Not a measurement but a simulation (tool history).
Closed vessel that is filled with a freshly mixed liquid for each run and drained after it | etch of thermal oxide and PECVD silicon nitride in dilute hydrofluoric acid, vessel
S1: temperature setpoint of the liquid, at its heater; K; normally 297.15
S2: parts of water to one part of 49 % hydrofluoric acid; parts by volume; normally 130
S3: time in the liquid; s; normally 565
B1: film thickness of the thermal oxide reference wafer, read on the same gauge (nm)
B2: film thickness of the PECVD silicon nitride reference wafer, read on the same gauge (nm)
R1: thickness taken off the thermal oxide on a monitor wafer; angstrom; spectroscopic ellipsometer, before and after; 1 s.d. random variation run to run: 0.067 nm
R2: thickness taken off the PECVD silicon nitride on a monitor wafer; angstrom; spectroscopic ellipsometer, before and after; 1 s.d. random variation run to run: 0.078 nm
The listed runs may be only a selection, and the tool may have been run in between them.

| run | hour | S1 | S2 | S3 | B1 | B2 | R1 | R2 |
|---|---|---|---|---|---|---|---|---|
| 1 | 0.0 | 297.15 | 130 | 565 | 89.99 | 79.98 | 172.7 | 77.2 |
| 2 | 11.4 | 297.15 | 130 | 565 | 89.98 | 79.98 | 172.6 | 77.2 |
| 3 | 26.7 | 297.15 | 130 | 565 | 90.00 | 80.00 | 172.9 | 78.2 |
| 4 | 57.2 | 297.15 | 130 | 565 | 90.01 | 79.96 | 172.3 | 77.1 |
| 5 | 70.5 | 297.15 | 130 | 565 | 90.02 | 79.99 | 171.2 | 76.0 |
| 6 | 77.8 | 297.15 | 115 | 420 | 90.01 | 79.97 | 147.5 | 64.3 |
| 7 | 84.2 | 297.15 | 115 | 420 | 89.99 | 79.97 | 146.8 | 64.3 |
| 8 | 91.7 | 297.15 | 115 | 420 | 90.00 | 80.01 | 146.0 | 64.3 |
| 9 | 105.7 | 297.15 | 130 | 565 | 89.98 | 80.03 | 172.1 | 76.9 |
| 10 | 119.8 | 297.15 | 130 | 565 | 90.00 | 80.03 | 170.4 | 76.2 |
| 11 | 134.7 | 297.15 | 130 | 565 | 90.00 | 79.99 | 169.8 | 76.6 |
| 12 | 145.6 | 297.15 | 130 | 565 | 90.00 | 80.04 | 171.3 | 77.2 |
| 13 | 161.7 | 297.15 | 165 | 565 | 90.01 | 79.93 | 129.1 | 61.6 |
| 14 | 173.0 | 297.15 | 130 | 565 | 89.98 | 79.98 | 171.4 | 75.9 |
| 15 | 190.4 | 294.15 | 130 | 565 | 90.00 | 80.02 | 151.7 | 61.9 |
|  | 195.6 | thermometer replaced |
| 16 | 206.9 | 297.15 | 130 | 565 | 90.01 | 79.96 | 184.7 | 87.4 |
| 17 | 216.8 | 295.65 | 65 | 565 | 90.01 | 79.96 | 379.3 | 157.3 |
|  | 226.0 | hydrofluoric acid flow meter replaced |
| 18 | 229.0 | 297.15 | 165 | 565 | 90.00 | 79.99 | 139.2 | 68.5 |
| 19 | 243.9 | 297.15 | 130 | 275 | 90.01 | 80.00 | 89.9 | 42.1 |
| 20 | 257.0 | 302.15 | 130 | 820 | 90.00 | 80.04 | 321.7 | 174.1 |
| 21 | 272.9 | 293.15 | 150 | 240 | 89.99 | 80.02 | 56.5 | 24.2 |
| 22 | 286.1 | 300.15 | 190 | 290 | 89.97 | 80.02 | 67.3 | 36.6 |
| 23 | 302.2 | 297.15 | 180 | 660 | 90.01 | 80.00 | 146.7 | 73.9 |
|  | 302.9 | gauge calibrated |
| 24 | 346.7 | 297.15 | 105 | 870 | 90.00 | 79.98 | 362.6 | 163.3 |
| 25 | 364.5 | 293.15 | 195 | 840 | 90.00 | 80.03 | 146.3 | 66.6 |

What does the tool deliver on the next run?
| 26 | 400.4 | 302.15 | 130 | 820 | ? | ? | ? | ? |

B1: 89.99
B2: 80.00
R1: 324.3 angstrom
R2: 169.8 angstrom
On a tool with no hidden condition, and with the same random variation, this run would have come out at R1 331.0 angstrom, R2 175.7 angstrom.
